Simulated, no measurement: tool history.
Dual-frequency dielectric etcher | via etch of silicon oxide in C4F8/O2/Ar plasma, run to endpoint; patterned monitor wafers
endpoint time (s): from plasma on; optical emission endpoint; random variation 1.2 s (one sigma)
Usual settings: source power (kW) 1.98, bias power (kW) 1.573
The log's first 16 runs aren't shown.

run    hour  source power (kW)  bias power (kW)  wafers since the last listed run  hours since the last wet clean  hours since the last source power generator calibration  hours since the last bias power generator calibration  hours since the last upper electrode change  incoming incoming film thickness, nm  endpoint time (s)
 17   893.5               2.11            1.858                               138                           352.4                                                     3199                                                 3978.4                                       3045.7                                1441.8              266.4
 18   920.6               2.31            1.885                               108                           379.5                                                   3226.1                                                 4005.5                                       3072.8                                  1455              257.3
      954.1  -- source power generator calibrated
     1041.3  -- wet clean of the chamber
 19  1131.6               1.54            1.216                               729                            90.3                                                    177.5                                                 4216.5                                       3283.8                                1457.2              351.6
 20  1179.9               1.54            1.963                               192                           138.6                                                    225.8                                                 4264.8                                       3332.1                                1441.1              296.6
     1187.1  -- bias power generator calibrated
 21  1241.2               2.27            1.764                               228                           199.9                                                    287.1                                                   54.1                                       3393.4                                1444.7              264.4
     1268.3  -- upper electrode replaced, of another model than before
 22  1454.6               1.98            1.573                               754                           413.3                                                    500.5                                                  267.5                                        186.3                                1448.3              287.7
 23    1502               1.98            1.262                               188                           460.7                                                    547.9                                                  314.9                                        233.7                                1455.7              300.5
 24    1539               1.98            1.573                               147                           497.7                                                    584.9                                                  351.9                                        270.7                                1455.4              287.3
 25  1604.9               1.52            1.838                               262                           563.6                                                    650.8                                                  417.8                                        336.6                                1475.9              299.2
     1652.5  -- wet clean of the chamber
 26  1664.5               2.24            1.722                               141                              12                                                    710.4                                                  477.4                                        396.2                                1460.2              281.2
 27  1705.6               2.11            1.858                               163                            53.1                                                    751.5                                                  518.5                                        437.3                                1461.4              283.4
 28  1745.2               1.98            1.573                               157                            92.7                                                    791.1                                                  558.1                                        476.9                                  1443              288.7
 29  1790.6               1.98            1.385                               180                           138.1                                                    836.5                                                  603.5                                        522.3                                1466.1                302
 30  1974.2               2.32             1.68                               731                           321.7                                                   1020.1                                                  787.1                                        705.9                                1458.2              276.5
 31  2012.6               1.56            1.959                               153                           360.1                                                   1058.5                                                  825.5                                        744.3                                  1469              293.3
 32  2072.1               1.98            1.573                               237                           419.6                                                     1118                                                    885                                        803.8                                1454.3              289.1
 33  2105.4               1.67            1.918                               132                           452.9                                                   1151.3                                                  918.3                                        837.1                                1463.5              289.2
 34  2160.1               2.24            1.881                               217                           507.6                                                     1206                                                    973                                        891.8                                1454.2              269.3
     2219.5  -- wet clean of the chamber
 35    2220               1.58            1.223                               143                             0.5                                                   1265.9                                                 1032.9                                        951.7                                1456.4              325.3

4 ways to go on from here, each from the tool as it stands after run 35. What would each give?
  A  2220.5               1.98            1.804                                 1                               1                                                   1266.4                                                 1033.4                                        952.2                                1475.4                  ?
  B  2220.5               1.49            1.573                                 1                               1                                                   1266.4                                                 1033.4                                        952.2                                1475.4                  ?
  C  2220.5               1.76            1.961                                 1                               1                                                   1266.4                                                 1033.4                                        952.2                                1475.4                  ?
  D  2220.5               1.98            1.193                                 1                               1                                                   1266.4                                                 1033.4                                        952.2                                1475.4                  ?

run  endpoint time (s)
  A              293.7
  B              319.9
  C                296
  D              316.9
Without the tool's hidden state the same runs would have given:
run  endpoint time (s)
  A              292.5
  B              318.6
  C              294.8
  D              315.6

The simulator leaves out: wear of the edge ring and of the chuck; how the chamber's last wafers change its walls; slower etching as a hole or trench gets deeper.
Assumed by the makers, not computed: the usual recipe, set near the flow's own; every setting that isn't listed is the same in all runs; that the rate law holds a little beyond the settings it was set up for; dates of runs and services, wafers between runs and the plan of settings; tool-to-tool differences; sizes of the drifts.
